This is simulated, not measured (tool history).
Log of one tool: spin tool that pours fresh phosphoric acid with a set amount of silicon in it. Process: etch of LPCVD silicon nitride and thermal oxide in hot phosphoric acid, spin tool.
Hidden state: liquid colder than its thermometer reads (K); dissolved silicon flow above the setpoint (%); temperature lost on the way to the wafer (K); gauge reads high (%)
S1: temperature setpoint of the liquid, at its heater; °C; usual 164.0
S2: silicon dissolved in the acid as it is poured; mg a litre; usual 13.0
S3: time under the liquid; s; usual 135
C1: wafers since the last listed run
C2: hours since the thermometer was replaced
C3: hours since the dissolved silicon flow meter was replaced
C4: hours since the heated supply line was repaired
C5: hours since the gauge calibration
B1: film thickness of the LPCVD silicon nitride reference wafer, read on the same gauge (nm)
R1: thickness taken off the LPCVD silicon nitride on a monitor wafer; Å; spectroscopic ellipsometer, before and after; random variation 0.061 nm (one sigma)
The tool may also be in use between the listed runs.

Run 1, hour 0.0: usual settings; C1 0; C2 2674.3; C3 919.0; C4 871.4; C5 256.5; B1 60.01. Result: R1 155.2 Å.
Run 2, hour 25.4: usual settings; C1 231; C2 2699.7; C3 944.4; C4 896.8; C5 281.9; B1 59.98. Result: R1 154.6 Å.
Run 3, hour 56.7: usual settings; C1 284; C2 2731.0; C3 975.7; C4 928.1; C5 313.2; B1 59.97. Result: R1 154.8 Å.
Run 4, hour 91.5: usual settings; C1 316; C2 2765.8; C3 1010.5; C4 962.9; C5 348.0; B1 60.00. Result: R1 154.9 Å.
Run 5, hour 122.8: usual settings but S2 17.0 mg a litre; C1 284; C2 2797.1; C3 1041.8; C4 994.2; C5 379.3; B1 60.02. Result: R1 154.1 Å.
Run 6, hour 140.7: usual settings but S2 17.0 mg a litre; C1 162; C2 2815.0; C3 1059.7; C4 1012.1; C5 397.2; B1 59.98. Result: R1 154.1 Å.
Run 7, hour 161.5: usual settings but S1 162.0 °C; C1 189; C2 2835.8; C3 1080.5; C4 1032.9; C5 418.0; B1 60.00. Result: R1 143.4 Å.
Run 8, hour 195.1: usual settings but S1 163.0 °C; C1 305; C2 2869.4; C3 1114.1; C4 1066.5; C5 451.6; B1 59.99. Result: R1 148.4 Å.
At hour 211.1: gauge calibrated.
Run 9, hour 220.3: usual settings but S1 166.0 °C; C1 229; C2 2894.6; C3 1139.3; C4 1091.7; C5 9.2; B1 59.98. Result: R1 164.2 Å.
Run 10, hour 238.8: usual settings but S1 166.0 °C; C1 168; C2 2913.1; C3 1157.8; C4 1110.2; C5 27.7; B1 59.98. Result: R1 163.7 Å.
At hour 263.4: thermometer replaced.
Run 11, hour 263.9: usual settings but S1 166.0 °C; C1 219; C2 0.5; C3 1182.9; C4 1135.3; C5 52.8; B1 60.01. Result: R1 164.8 Å.
Run 12, hour 293.8: usual settings; C1 271; C2 30.4; C3 1212.8; C4 1165.2; C5 82.7; B1 60.01. Result: R1 153.2 Å.
At hour 298.5: dissolved silicon flow meter replaced.
Run 13, hour 319.1: usual settings but S1 162.5 °C, S2 16.5 mg a litre, S3 175 s; C1 221; C2 55.7; C3 20.6; C4 1190.5; C5 108.0; B1 60.00. Result: R1 188.0 Å.
Run 14, hour 334.3: usual settings but S2 18.0 mg a litre; C1 138; C2 70.9; C3 35.8; C4 1205.7; C5 123.2; B1 59.99. Result: R1 152.4 Å.
Run 15, hour 364.7: usual settings but S1 163.0 °C; C1 276; C2 101.3; C3 66.2; C4 1236.1; C5 153.6; B1 60.01. Result: R1 147.3 Å.
At hour 377.5: heated supply line repaired.
Run 16, hour 381.8: usual settings but S1 165.0 °C, S2 22.0 mg a litre, S3 90 s; C1 146; C2 118.4; C3 83.3; C4 4.3; C5 170.7; B1 59.98. Result: R1 100.1 Å.
Run 17, hour 403.6: usual settings; C1 198; C2 140.2; C3 105.1; C4 26.1; C5 192.5; B1 60.01. Result: R1 144.9 Å.
Run 18, hour 437.2: usual settings but S1 162.5 °C, S3 70 s; C1 305; C2 173.8; C3 138.7; C4 59.7; C5 226.1; B1 59.99. Result: R1 71.5 Å.
At hour 457.9: heated supply line repaired, repeated, since the last time left the tool worse.
Run 19, hour 468.5: usual settings but S3 165 s; C1 275; C2 205.1; C3 170.0; C4 10.6; C5 257.4; B1 59.98. Result: R1 197.4 Å.
Run 20, hour 502.1: usual settings; C1 305; C2 238.7; C3 203.6; C4 44.2; C5 291.0; B1 60.02. Result: R1 161.0 Å.
Run 21, hour 522.1: usual settings but S1 162.5 °C, S3 70 s; C1 181; C2 258.7; C3 223.6; C4 64.2; C5 311.0; B1 60.00. Result: R1 79.3 Å.
Run 22, hour 547.2: usual settings but S1 166.0 °C, S2 23.0 mg a litre; C1 228; C2 283.8; C3 248.7; C4 89.3; C5 336.1; B1 60.03. Result: R1 172.1 Å.
Run 23, hour 575.7: usual settings but S1 166.0 °C, S2 7.0 mg a litre, S3 105 s; C1 259; C2 312.3; C3 277.2; C4 117.8; C5 364.6; B1 60.00. Result: R1 133.6 Å.

Forecast each of these 3 alternatives for the next run:
Run A, hour 576.2: usual settings but S3 105 s; C1 4; C2 312.8; C3 277.7; C4 118.3; C5 365.1; B1 ?. Result: R1 ?.
Run B, hour 576.2: usual settings but S1 165.0 °C, S2 16.0 mg a litre; C1 4; C2 312.8; C3 277.7; C4 118.3; C5 365.1; B1 ?. Result: R1 ?.
Run C, hour 576.2: usual settings but S1 166.5 °C, S2 23.0 mg a litre, S3 185 s; C1 4; C2 312.8; C3 277.7; C4 118.3; C5 365.1; B1 ?. Result: R1 ?.

run     B1     R1
  A  60.01  124.7
  B  60.01  165.6
  C  60.01  238.4
Without the tool's hidden state the same runs would have given:
run     R1
  A  125.5
  B  166.7
  C  240.0
